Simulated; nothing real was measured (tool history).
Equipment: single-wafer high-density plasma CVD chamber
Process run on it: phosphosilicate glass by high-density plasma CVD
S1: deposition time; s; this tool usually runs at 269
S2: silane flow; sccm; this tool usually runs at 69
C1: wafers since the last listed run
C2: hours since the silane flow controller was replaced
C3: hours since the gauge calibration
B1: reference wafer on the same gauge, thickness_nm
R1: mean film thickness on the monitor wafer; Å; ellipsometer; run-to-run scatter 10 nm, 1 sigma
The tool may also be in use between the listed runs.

{"run": 1, "hour": 0.0, "S1": 269, "S2": 69, "C1": 0, "C2": 1639.4, "C3": 365.2, "B1": 1568.626, "R1": 20124.08}
{"run": 2, "hour": 98.3, "S1": 269, "S2": 69, "C1": 530, "C2": 1737.7, "C3": 463.5, "B1": 1570.741, "R1": 20134.81}
{"run": 3, "hour": 197.2, "S1": 269, "S2": 69, "C1": 534, "C2": 1836.6, "C3": 562.4, "B1": 1569.862, "R1": 19924.04}
{"run": 4, "hour": 293.1, "S1": 302, "S2": 69, "C1": 517, "C2": 1932.5, "C3": 658.3, "B1": 1571.894, "R1": 22629.98}
{"run": 5, "hour": 364.3, "S1": 233, "S2": 69, "C1": 384, "C2": 2003.7, "C3": 729.5, "B1": 1569.346, "R1": 17481.77}
{"run": 6, "hour": 407.6, "S1": 233, "S2": 69, "C1": 233, "C2": 2047, "C3": 772.8, "B1": 1570.234, "R1": 17493.63}
{"run": 7, "hour": 445.0, "S1": 269, "S2": 69, "C1": 201, "C2": 2084.4, "C3": 810.2, "B1": 1567.517, "R1": 20067.96}
{"run": 8, "hour": 498.2, "S1": 269, "S2": 69, "C1": 287, "C2": 2137.6, "C3": 863.4, "B1": 1571.274, "R1": 20076.36}
{"run": 9, "hour": 544.5, "S1": 269, "S2": 69, "C1": 250, "C2": 2183.9, "C3": 909.7, "B1": 1568.395, "R1": 20130.71}
{"run": 10, "hour": 618.9, "S1": 269, "S2": 69, "C1": 401, "C2": 2258.3, "C3": 984.1, "B1": 1569.694, "R1": 20195.93}
{"run": 11, "hour": 660.7, "S1": 269, "S2": 69, "C1": 225, "C2": 2300.1, "C3": 1025.9, "B1": 1568.093, "R1": 20091.44}
{"run": 12, "hour": 698.2, "S1": 269, "S2": 69, "C1": 202, "C2": 2337.6, "C3": 1063.4, "B1": 1569.258, "R1": 20141.84}
{"run": 13, "hour": 766.5, "S1": 269, "S2": 69, "C1": 368, "C2": 2405.9, "C3": 1131.7, "B1": 1572.907, "R1": 20154.85}
{"run": 14, "hour": 808.6, "S1": 269, "S2": 69, "C1": 227, "C2": 2448, "C3": 1173.8, "B1": 1570.495, "R1": 20235.27}
{"run": 15, "hour": 852.8, "S1": 269, "S2": 69, "C1": 238, "C2": 2492.2, "C3": 1218, "B1": 1571.236, "R1": 20243.1}
{"run": 16, "hour": 907.4, "S1": 269, "S2": 77, "C1": 294, "C2": 2546.8, "C3": 1272.6, "B1": 1569.787, "R1": 21891.31}
{"run": 17, "hour": 949.1, "S1": 269, "S2": 77, "C1": 225, "C2": 2588.5, "C3": 1314.3, "B1": 1572.79, "R1": 21917.57}
{"run": 18, "hour": 1030.5, "S1": 269, "S2": 69, "C1": 439, "C2": 2669.9, "C3": 1395.7, "B1": 1571.532, "R1": 20186.37}
{"run": 19, "hour": 1137.3, "S1": 269, "S2": 69, "C1": 576, "C2": 2776.7, "C3": 1502.5, "B1": 1571.2, "R1": 20321.62}
{"run": 20, "hour": 1193.1, "S1": 269, "S2": 79, "C1": 301, "C2": 2832.5, "C3": 1558.3, "B1": 1569.951, "R1": 22385.69}
{"run": 21, "hour": 1277.7, "S1": 269, "S2": 69, "C1": 456, "C2": 2917.1, "C3": 1642.9, "B1": 1570.5, "R1": 20267.2}
{"run": 22, "hour": 1339.9, "S1": 313, "S2": 78, "C1": 335, "C2": 2979.3, "C3": 1705.1, "B1": 1571.844, "R1": 25579.98}
{"run": 23, "hour": 1389.7, "S1": 289, "S2": 69, "C1": 268, "C2": 3029.1, "C3": 1754.9, "B1": 1567.097, "R1": 21840.84}
{"run": 24, "hour": 1451.6, "S1": 293, "S2": 61, "C1": 334, "C2": 3091, "C3": 1816.8, "B1": 1570.596, "R1": 20239.85}
{"run": 25, "hour": 1538.3, "S1": 289, "S2": 69, "C1": 468, "C2": 3177.7, "C3": 1903.5, "B1": 1569.237, "R1": 21846.12}
{"run": 26, "hour": 1842.4, "S1": 222, "S2": 74, "C1": 1642, "C2": 3481.8, "C3": 2207.6, "B1": 1570.394, "R1": 17614.86}
{"run": 27, "hour": 1890.9, "S1": 310, "S2": 69, "C1": 261, "C2": 3530.3, "C3": 2256.1, "B1": 1570.759, "R1": 23260.52}
{"run": 28, "hour": 1949.2, "S1": 269, "S2": 69, "C1": 314, "C2": 3588.6, "C3": 2314.4, "B1": 1570.249, "R1": 20261.25}
{"run": 29, "hour": 2043.9, "S1": 308, "S2": 82, "C1": 511, "C2": 3683.3, "C3": 2409.1, "B1": 1569.93, "R1": 26570.95}
{"run": 30, "hour": 2088.2, "S1": 247, "S2": 59, "C1": 239, "C2": 3727.6, "C3": 2453.4, "B1": 1570.316, "R1": 16503.04}
{"hour": 2134.1, "done": "gauge calibrated"}
{"run": 31, "hour": 2180.3, "S1": 227, "S2": 75, "C1": 497, "C2": 3819.7, "C3": 46.2, "B1": 1571.144, "R1": 18128.32}
{"run": 32, "hour": 2265.1, "S1": 250, "S2": 69, "C1": 457, "C2": 3904.5, "C3": 131, "B1": 1570.281, "R1": 18922.87}
{"hour": 2323.4, "done": "silane flow controller replaced"}
{"run": 33, "hour": 2362.1, "S1": 315, "S2": 69, "C1": 480, "C2": 38.7, "C3": 228, "B1": 1570.157, "R1": 23002.06}
{"run": 34, "hour": 2415.2, "S1": 315, "S2": 69, "C1": 286, "C2": 91.8, "C3": 281.1, "B1": 1571.169, "R1": 22914.31}
{"run": 35, "hour": 2476.0, "S1": 269, "S2": 69, "C1": 328, "C2": 152.6, "C3": 341.9, "B1": 1569.525, "R1": 19566.5}
{"run": 36, "hour": 2546.0, "S1": 302, "S2": 78, "C1": 378, "C2": 222.6, "C3": 411.9, "B1": 1570.116, "R1": 24093.15}
{"run": 37, "hour": 2641.2, "S1": 269, "S2": 82, "C1": 514, "C2": 317.8, "C3": 507.1, "B1": 1568.439, "R1": 22446.53}
{"run": 38, "hour": 2695.7, "S1": 314, "S2": 58, "C1": 294, "C2": 372.3, "C3": 561.6, "B1": 1568.047, "R1": 20351.43}
{"run": 39, "hour": 2749.4, "S1": 298, "S2": 77, "C1": 290, "C2": 426, "C3": 615.3, "B1": 1569.538, "R1": 23888.75}
{"run": 40, "hour": 2823.0, "S1": 244, "S2": 69, "C1": 397, "C2": 499.6, "C3": 688.9, "B1": 1568.869, "R1": 17940.7}
{"run": 41, "hour": 2860.0, "S1": 269, "S2": 69, "C1": 199, "C2": 536.6, "C3": 725.9, "B1": 1569.181, "R1": 19797.98}
{"run": 42, "hour": 2916.5, "S1": 292, "S2": 73, "C1": 305, "C2": 593.1, "C3": 782.4, "B1": 1569.882, "R1": 22545.88}

Hidden condition of the tool, last listed run before each entry between runs versus first listed run after:
Between runs 30 and 31: gauge calibrated (hour 2134.1)
  delivered silane flow above the setpoint (%): 5.85 -> 5.88
  the result without the hidden state subtracted from the measured one, R1: +684.21 -> +754.41 Å
Between runs 32 and 33: silane flow controller replaced (hour 2323.4)
  delivered silane flow above the setpoint (%): 5.9 -> 0.537
  the result without the hidden state subtracted from the measured one, R1: +790 -> +90.9 Å
